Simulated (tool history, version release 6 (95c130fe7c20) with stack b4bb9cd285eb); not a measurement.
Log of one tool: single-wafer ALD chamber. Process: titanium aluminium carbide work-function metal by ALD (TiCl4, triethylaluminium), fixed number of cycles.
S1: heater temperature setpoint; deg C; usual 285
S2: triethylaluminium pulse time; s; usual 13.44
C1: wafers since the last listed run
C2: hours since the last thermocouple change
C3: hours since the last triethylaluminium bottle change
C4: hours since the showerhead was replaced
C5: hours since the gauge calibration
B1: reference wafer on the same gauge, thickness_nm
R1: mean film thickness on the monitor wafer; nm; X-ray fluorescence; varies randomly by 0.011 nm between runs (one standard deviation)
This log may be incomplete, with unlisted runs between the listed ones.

run 1 hour=0.0 | S1=285 S2=13.44 | C1=0 C2=1645.0 C3=337.8 C4=2325.5 C5=732.0 | B1=2.269 | R1=1.976
run 2 hour=51.3 | S1=285 S2=13.44 | C1=574 C2=1696.3 C3=389.1 C4=2376.8 C5=783.3 | B1=2.261 | R1=1.975
run 3 hour=239.4 | S1=285 S2=13.44 | C1=2107 C2=1884.4 C3=577.2 C4=2564.9 C5=971.4 | B1=2.257 | R1=1.948
run 4 hour=273.2 | S1=285 S2=13.44 | C1=378 C2=1918.2 C3=611.0 C4=2598.7 C5=1005.2 | B1=2.260 | R1=1.953
run 5 hour=323.6 | S1=285 S2=13.44 | C1=564 C2=1968.6 C3=661.4 C4=2649.1 C5=1055.6 | B1=2.258 | R1=1.942
run 6 hour=365.3 | S1=285 S2=13.44 | C1=467 C2=2010.3 C3=703.1 C4=2690.8 C5=1097.3 | B1=2.256 | R1=1.948
run 7 hour=404.3 | S1=274 S2=13.44 | C1=436 C2=2049.3 C3=742.1 C4=2729.8 C5=1136.3 | B1=2.263 | R1=1.845
run 8 hour=465.8 | S1=285 S2=13.44 | C1=688 C2=2110.8 C3=803.6 C4=2791.3 C5=1197.8 | B1=2.259 | R1=1.950
-- hour=496.9 triethylaluminium bottle replaced
run 9 hour=507.3 | S1=285 S2=13.44 | C1=375 C2=2152.3 C3=10.4 C4=2832.8 C5=1239.3 | B1=2.263 | R1=1.949
-- hour=542.6 showerhead replaced
run 10 hour=545.3 | S1=285 S2=13.44 | C1=336 C2=2190.3 C3=48.4 C4=2.7 C5=1277.3 | B1=2.261 | R1=1.961
-- hour=546.6 gauge calibrated
-- hour=601.5 thermocouple changed; heater temperature recalibrated
run 11 hour=608.0 | S1=292 S2=13.44 | C1=612 C2=6.5 C3=111.1 C4=65.4 C5=61.4 | B1=2.257 | R1=2.040
run 12 hour=660.8 | S1=285 S2=13.44 | C1=591 C2=59.3 C3=163.9 C4=118.2 C5=114.2 | B1=2.261 | R1=1.953
run 13 hour=688.7 | S1=296 S2=13.44 | C1=312 C2=87.2 C3=191.8 C4=146.1 C5=142.1 | B1=2.257 | R1=2.070
run 14 hour=747.7 | S1=285 S2=13.44 | C1=660 C2=146.2 C3=250.8 C4=205.1 C5=201.1 | B1=2.263 | R1=1.960
run 15 hour=811.1 | S1=271 S2=15.03 | C1=710 C2=209.6 C3=314.2 C4=268.5 C5=264.5 | B1=2.257 | R1=1.824
run 16 hour=863.3 | S1=273 S2=9.98 | C1=584 C2=261.8 C3=366.4 C4=320.7 C5=316.7 | B1=2.255 | R1=1.814
run 17 hour=915.7 | S1=285 S2=13.44 | C1=586 C2=314.2 C3=418.8 C4=373.1 C5=369.1 | B1=2.251 | R1=1.970
run 18 hour=955.7 | S1=295 S2=8.50 | C1=448 C2=354.2 C3=458.8 C4=413.1 C5=409.1 | B1=2.253 | R1=2.033
run 19 hour=990.6 | S1=285 S2=13.44 | C1=390 C2=389.1 C3=493.7 C4=448.0 C5=444.0 | B1=2.262 | R1=1.954
run 20 hour=1052.0 | S1=285 S2=13.44 | C1=687 C2=450.5 C3=555.1 C4=509.4 C5=505.4 | B1=2.263 | R1=1.958
run 21 hour=1076.8 | S1=285 S2=11.85 | C1=277 C2=475.3 C3=579.9 C4=534.2 C5=530.2 | B1=2.258 | R1=1.973
run 22 hour=1104.4 | S1=276 S2=13.44 | C1=309 C2=502.9 C3=607.5 C4=561.8 C5=557.8 | B1=2.263 | R1=1.869
run 23 hour=1173.6 | S1=280 S2=13.44 | C1=775 C2=572.1 C3=676.7 C4=631.0 C5=627.0 | B1=2.262 | R1=1.912

For each entry between runs, how does the tool's hidden state at the last listed run before it compare with that at the first listed run after it?
Logged between run 8 and run 9: triethylaluminium bottle replaced (hour 496.9)
  no difference in the tool's unlogged condition between these two runs
Logged between run 9 and run 10: showerhead replaced (hour 542.6)
  no difference in the tool's unlogged condition between these two runs
Logged between run 10 and run 11: gauge calibrated (hour 546.6); thermocouple changed; heater temperature recalibrated (hour 601.5)
  no difference in the tool's unlogged condition between these two runs
